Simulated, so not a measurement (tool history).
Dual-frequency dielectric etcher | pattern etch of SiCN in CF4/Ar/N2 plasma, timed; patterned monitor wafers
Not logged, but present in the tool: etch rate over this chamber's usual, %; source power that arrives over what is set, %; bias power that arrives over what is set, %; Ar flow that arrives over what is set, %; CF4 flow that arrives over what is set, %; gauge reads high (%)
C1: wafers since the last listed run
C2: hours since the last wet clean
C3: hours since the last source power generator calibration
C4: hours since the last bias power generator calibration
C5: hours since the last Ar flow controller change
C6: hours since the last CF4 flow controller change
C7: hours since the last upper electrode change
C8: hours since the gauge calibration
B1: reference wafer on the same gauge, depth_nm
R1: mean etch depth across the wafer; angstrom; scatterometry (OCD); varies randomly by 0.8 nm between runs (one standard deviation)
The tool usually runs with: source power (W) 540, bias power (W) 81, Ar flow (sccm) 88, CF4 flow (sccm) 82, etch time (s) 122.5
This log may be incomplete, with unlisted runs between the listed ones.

Run 1, day 0: usual settings but source power (W) 430; C1 0; C2 349.4; C3 2341.6; C4 3138.2; C5 4400.6; C6 4030.8; C7 6299.6; C8 151.8; B1 123.2. Result: R1 1151 angstrom.
Run 2, day 0.596: usual settings but source power (W) 430; C1 111; C2 363.7; C3 2355.9; C4 3152.5; C5 4414.9; C6 4045.1; C7 6313.9; C8 166.1; B1 122.9. Result: R1 1149 angstrom.
At day 0.921: source power generator calibrated.
Run 3, day 0.942: usual settings but source power (W) 430; C1 33; C2 372; C3 0.5; C4 3160.8; C5 4423.2; C6 4053.4; C7 6322.2; C8 174.4; B1 123. Result: R1 1165 angstrom.
Run 4, day 1.442: usual settings; C1 93; C2 384; C3 12.5; C4 3172.8; C5 4435.2; C6 4065.4; C7 6334.2; C8 186.4; B1 123.3. Result: R1 1329 angstrom.
At day 2.346: CF4 flow controller replaced.
At day 2.458: wet clean of the chamber.
At day 3.075: upper electrode replaced, of another model than before.
Run 5, day 3.096: usual settings but CF4 flow (sccm) 72; C1 126; C2 15.3; C3 52.2; C4 3212.5; C5 4474.9; C6 18; C7 0.5; C8 226.1; B1 123.1. Result: R1 1369 angstrom.
Run 6, day 3.108: usual settings but CF4 flow (sccm) 72; C1 2; C2 15.6; C3 52.5; C4 3212.8; C5 4475.2; C6 18.3; C7 0.8; C8 226.4; B1 123.1. Result: R1 1369 angstrom.
Run 7, day 3.125: usual settings but etch time (s) 100; C1 3; C2 16; C3 52.9; C4 3213.2; C5 4475.6; C6 18.7; C7 1.2; C8 226.8; B1 123. Result: R1 1139 angstrom.
Run 8, day 3.138: usual settings but CF4 flow (sccm) 98; C1 2; C2 16.3; C3 53.2; C4 3213.5; C5 4475.9; C6 19; C7 1.5; C8 227.1; B1 123.2. Result: R1 1427 angstrom.
Run 9, day 3.533: usual settings but Ar flow (sccm) 74; C1 73; C2 25.8; C3 62.7; C4 3223; C5 4485.4; C6 28.5; C7 11; C8 236.6; B1 122.8. Result: R1 1411 angstrom.
Run 10, day 4.254: usual settings; C1 134; C2 43.1; C3 80; C4 3240.3; C5 4502.7; C6 45.8; C7 28.3; C8 253.9; B1 122.8. Result: R1 1385 angstrom.
Run 11, day 4.654: usual settings but bias power (W) 64, etch time (s) 138.5; C1 74; C2 52.7; C3 89.6; C4 3249.9; C5 4512.3; C6 55.4; C7 37.9; C8 263.5; B1 123.4. Result: R1 1413 angstrom.
At day 5.354: bias power generator calibrated.
At day 6.033: gauge calibrated.
Run 12, day 6.417: usual settings; C1 297; C2 95; C3 131.9; C4 25.5; C5 4554.6; C6 97.7; C7 80.2; C8 9.2; B1 123. Result: R1 1376 angstrom.
Run 13, day 6.888: usual settings but source power (W) 470; C1 87; C2 106.3; C3 143.2; C4 36.8; C5 4565.9; C6 109; C7 91.5; C8 20.5; B1 123.3. Result: R1 1202 angstrom.
At day 7.546: Ar flow controller replaced.
Run 14, day 7.567: usual settings but bias power (W) 72, Ar flow (sccm) 97; C1 79; C2 122.6; C3 159.5; C4 53.1; C5 0.5; C6 125.3; C7 107.8; C8 36.8; B1 122.8. Result: R1 1293 angstrom.
Run 15, day 7.917: usual settings; C1 65; C2 131; C3 167.9; C4 61.5; C5 8.9; C6 133.7; C7 116.2; C8 45.2; B1 122.7. Result: R1 1376 angstrom.
Run 16, day 8.271: usual settings; C1 66; C2 139.5; C3 176.4; C4 70; C5 17.4; C6 142.2; C7 124.7; C8 53.7; B1 122.9. Result: R1 1375 angstrom.
Run 17, day 8.583: usual settings but source power (W) 610, etch time (s) 91; C1 58; C2 147; C3 183.9; C4 77.5; C5 24.9; C6 149.7; C7 132.2; C8 61.2; B1 123. Result: R1 1151 angstrom.
Run 18, day 8.996: usual settings but bias power (W) 96, Ar flow (sccm) 94; C1 76; C2 156.9; C3 193.8; C4 87.4; C5 34.8; C6 159.6; C7 142.1; C8 71.1; B1 123. Result: R1 1457 angstrom.
Run 19, day 9.433: usual settings but source power (W) 450, etch time (s) 156.5; C1 81; C2 167.4; C3 204.3; C4 97.9; C5 45.3; C6 170.1; C7 152.6; C8 81.6; B1 122.9. Result: R1 1461 angstrom.
Run 20, day 9.883: usual settings but source power (W) 420, bias power (W) 92, etch time (s) 99; C1 83; C2 178.2; C3 215.1; C4 108.7; C5 56.1; C6 180.9; C7 163.4; C8 92.4; B1 123.1. Result: R1 918 angstrom.
Run 21, day 10.508: usual settings but Ar flow (sccm) 101, CF4 flow (sccm) 88, etch time (s) 86; C1 116; C2 193.2; C3 230.1; C4 123.7; C5 71.1; C6 195.9; C7 178.4; C8 107.4; B1 122.9. Result: R1 943 angstrom.

Here are 4 independent what-if runs from the current tool condition. What would each one return?
Run A, day 10.529: usual settings; C1 3; C2 193.7; C3 230.6; C4 124.2; C5 71.6; C6 196.4; C7 178.9; C8 107.9; B1 ?. Result: R1 ?.
Run B, day 10.529: usual settings but bias power (W) 64, Ar flow (sccm) 94, CF4 flow (sccm) 65; C1 3; C2 193.7; C3 230.6; C4 124.2; C5 71.6; C6 196.4; C7 178.9; C8 107.9; B1 ?. Result: R1 ?.
Run C, day 10.529: usual settings but source power (W) 440, bias power (W) 74, Ar flow (sccm) 81, etch time (s) 150; C1 3; C2 193.7; C3 230.6; C4 124.2; C5 71.6; C6 196.4; C7 178.9; C8 107.9; B1 ?. Result: R1 ?.
Run D, day 10.529: usual settings but Ar flow (sccm) 67, CF4 flow (sccm) 95, etch time (s) 94.5; C1 3; C2 193.7; C3 230.6; C4 124.2; C5 71.6; C6 196.4; C7 178.9; C8 107.9; B1 ?. Result: R1 ?.

run     B1    R1
  A  122.8  1374
  B  122.8  1187
  C  122.8  1343
  D  122.8  1117
With no hidden state in the tool, these same runs would have given:
run    R1
  A  1409
  B  1218
  C  1378
  D  1146

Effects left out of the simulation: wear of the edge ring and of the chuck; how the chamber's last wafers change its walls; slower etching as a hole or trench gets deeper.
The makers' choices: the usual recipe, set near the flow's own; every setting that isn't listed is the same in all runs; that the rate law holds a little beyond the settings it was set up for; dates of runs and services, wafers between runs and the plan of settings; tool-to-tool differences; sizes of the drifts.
